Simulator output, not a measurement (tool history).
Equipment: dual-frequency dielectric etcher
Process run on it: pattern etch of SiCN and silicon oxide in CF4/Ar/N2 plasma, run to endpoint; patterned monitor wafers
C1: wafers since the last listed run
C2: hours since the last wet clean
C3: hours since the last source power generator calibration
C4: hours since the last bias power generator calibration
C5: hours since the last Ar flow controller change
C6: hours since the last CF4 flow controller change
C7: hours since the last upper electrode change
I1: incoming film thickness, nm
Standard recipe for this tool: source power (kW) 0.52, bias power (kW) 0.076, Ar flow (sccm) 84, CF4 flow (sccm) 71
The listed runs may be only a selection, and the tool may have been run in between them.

Run 1, hour 0: usual settings; C1 0; C2 433.2; C3 1785.9; C4 2007.9; C5 880.4; C6 940.8; C7 2742.6; I1 10.47. Result: endpoint time (s) 10.7.
At hour 60.8: wet clean of the chamber.
Run 2, hour 61.3: usual settings; C1 469; C2 0.5; C3 1847.2; C4 2069.2; C5 941.7; C6 1002.1; C7 2803.9; I1 10.31. Result: endpoint time (s) 9.9.
Run 3, hour 95.4: usual settings; C1 429; C2 34.6; C3 1881.3; C4 2103.3; C5 975.8; C6 1036.2; C7 2838; I1 10.37. Result: endpoint time (s) 10.
Run 4, hour 130.8: usual settings; C1 445; C2 70; C3 1916.7; C4 2138.7; C5 1011.2; C6 1071.6; C7 2873.4; I1 10.38. Result: endpoint time (s) 10.1.
Run 5, hour 158: usual settings; C1 342; C2 97.2; C3 1943.9; C4 2165.9; C5 1038.4; C6 1098.8; C7 2900.6; I1 10.46. Result: endpoint time (s) 10.2.
Run 6, hour 205.1: usual settings; C1 592; C2 144.3; C3 1991; C4 2213; C5 1085.5; C6 1145.9; C7 2947.7; I1 10.41. Result: endpoint time (s) 10.1.
Run 7, hour 272.9: usual settings; C1 853; C2 212.1; C3 2058.8; C4 2280.8; C5 1153.3; C6 1213.7; C7 3015.5; I1 10.37. Result: endpoint time (s) 10.2.
Run 8, hour 327.1: usual settings; C1 682; C2 266.3; C3 2113; C4 2335; C5 1207.5; C6 1267.9; C7 3069.7; I1 10.35. Result: endpoint time (s) 10.2.
Run 9, hour 400.3: usual settings but Ar flow (sccm) 92; C1 921; C2 339.5; C3 2186.2; C4 2408.2; C5 1280.7; C6 1341.1; C7 3142.9; I1 10.4. Result: endpoint time (s) 10.4.
At hour 424.9: Ar flow controller replaced.
Run 10, hour 459: usual settings but Ar flow (sccm) 92; C1 663; C2 398.2; C3 2244.9; C4 2466.9; C5 34.1; C6 1399.8; C7 3201.6; I1 10.43. Result: endpoint time (s) 10.6.
At hour 508.5: wet clean of the chamber.
Run 11, hour 509: usual settings but source power (kW) 0.39, bias power (kW) 0.086, Ar flow (sccm) 99, CF4 flow (sccm) 67; C1 327; C2 0.5; C3 2294.9; C4 2516.9; C5 84.1; C6 1449.8; C7 3251.6; I1 10.4. Result: endpoint time (s) 14.
At hour 537.6: bias power generator calibrated.
Run 12, hour 554: usual settings but source power (kW) 0.59, bias power (kW) 0.094, Ar flow (sccm) 77, CF4 flow (sccm) 62; C1 516; C2 45.5; C3 2339.9; C4 16.4; C5 129.1; C6 1494.8; C7 3296.6; I1 10.35. Result: endpoint time (s) 8.2.
At hour 571.6: source power generator calibrated.
At hour 617.6: upper electrode replaced.
Run 13, hour 618.1: usual settings but source power (kW) 0.49; C1 454; C2 109.6; C3 46.5; C4 80.5; C5 193.2; C6 1558.9; C7 0.5; I1 10.44. Result: endpoint time (s) 11.5.
Run 14, hour 663: usual settings; C1 565; C2 154.5; C3 91.4; C4 125.4; C5 238.1; C6 1603.8; C7 45.4; I1 10.35. Result: endpoint time (s) 10.7.
Run 15, hour 689.4: usual settings but source power (kW) 0.48, bias power (kW) 0.093, CF4 flow (sccm) 59; C1 332; C2 180.9; C3 117.8; C4 151.8; C5 264.5; C6 1630.2; C7 71.8; I1 10.35. Result: endpoint time (s) 11.5.
At hour 759.9: CF4 flow controller replaced.
Run 16, hour 861.4: usual settings but CF4 flow (sccm) 58; C1 2089; C2 352.9; C3 289.8; C4 323.8; C5 436.5; C6 101.5; C7 243.8; I1 10.35. Result: endpoint time (s) 11.2.
Run 17, hour 895.8: usual settings; C1 433; C2 387.3; C3 324.2; C4 358.2; C5 470.9; C6 135.9; C7 278.2; I1 10.38. Result: endpoint time (s) 10.8.
At hour 949.9: wet clean of the chamber.
Run 18, hour 956.2: usual settings but Ar flow (sccm) 64; C1 458; C2 6.3; C3 384.6; C4 418.6; C5 531.3; C6 196.3; C7 338.6; I1 10.38. Result: endpoint time (s) 10.3.
Run 19, hour 1005.1: usual settings; C1 615; C2 55.2; C3 433.5; C4 467.5; C5 580.2; C6 245.2; C7 387.5; I1 10.34. Result: endpoint time (s) 10.5.
Run 20, hour 1031.9: usual settings but bias power (kW) 0.067, CF4 flow (sccm) 65; C1 337; C2 82; C3 460.3; C4 494.3; C5 607; C6 272; C7 414.3; I1 10.43. Result: endpoint time (s) 11.
Run 21, hour 1066.7: usual settings but source power (kW) 0.43, bias power (kW) 0.064, Ar flow (sccm) 97, CF4 flow (sccm) 54; C1 438; C2 116.8; C3 495.1; C4 529.1; C5 641.8; C6 306.8; C7 449.1; I1 10.35. Result: endpoint time (s) 14.5.
Run 22, hour 1128.3: usual settings but source power (kW) 0.57, bias power (kW) 0.089, Ar flow (sccm) 93, CF4 flow (sccm) 78; C1 775; C2 178.4; C3 556.7; C4 590.7; C5 703.4; C6 368.4; C7 510.7; I1 10.33. Result: endpoint time (s) 9.4.
Run 23, hour 1194: usual settings but source power (kW) 0.48, bias power (kW) 0.065, Ar flow (sccm) 67, CF4 flow (sccm) 56; C1 827; C2 244.1; C3 622.4; C4 656.4; C5 769.1; C6 434.1; C7 576.4; I1 10.33. Result: endpoint time (s) 12.2.
Run 24, hour 1299.7: usual settings but bias power (kW) 0.064; C1 1330; C2 349.8; C3 728.1; C4 762.1; C5 874.8; C6 539.8; C7 682.1; I1 10.41. Result: endpoint time (s) 11.2.

Predict each of these 4 candidate next runs independently; none follows another, all start after run 24:
Run A, hour 1300.1: usual settings; C1 5; C2 350.2; C3 728.5; C4 762.5; C5 875.2; C6 540.2; C7 682.5; I1 10.48. Result: endpoint time (s) ?.
Run B, hour 1300.1: usual settings but CF4 flow (sccm) 61; C1 5; C2 350.2; C3 728.5; C4 762.5; C5 875.2; C6 540.2; C7 682.5; I1 10.48. Result: endpoint time (s) ?.
Run C, hour 1300.1: usual settings but bias power (kW) 0.089, Ar flow (sccm) 64, CF4 flow (sccm) 56; C1 5; C2 350.2; C3 728.5; C4 762.5; C5 875.2; C6 540.2; C7 682.5; I1 10.48. Result: endpoint time (s) ?.
Run D, hour 1300.1: usual settings but CF4 flow (sccm) 78; C1 5; C2 350.2; C3 728.5; C4 762.5; C5 875.2; C6 540.2; C7 682.5; I1 10.48. Result: endpoint time (s) ?.

run  endpoint time (s)
  A                 11
  B               11.3
  C               10.6
  D               10.8
Without the tool's hidden state the same runs would have given:
run  endpoint time (s)
  A               10.6
  B               10.9
  C               10.3
  D               10.5
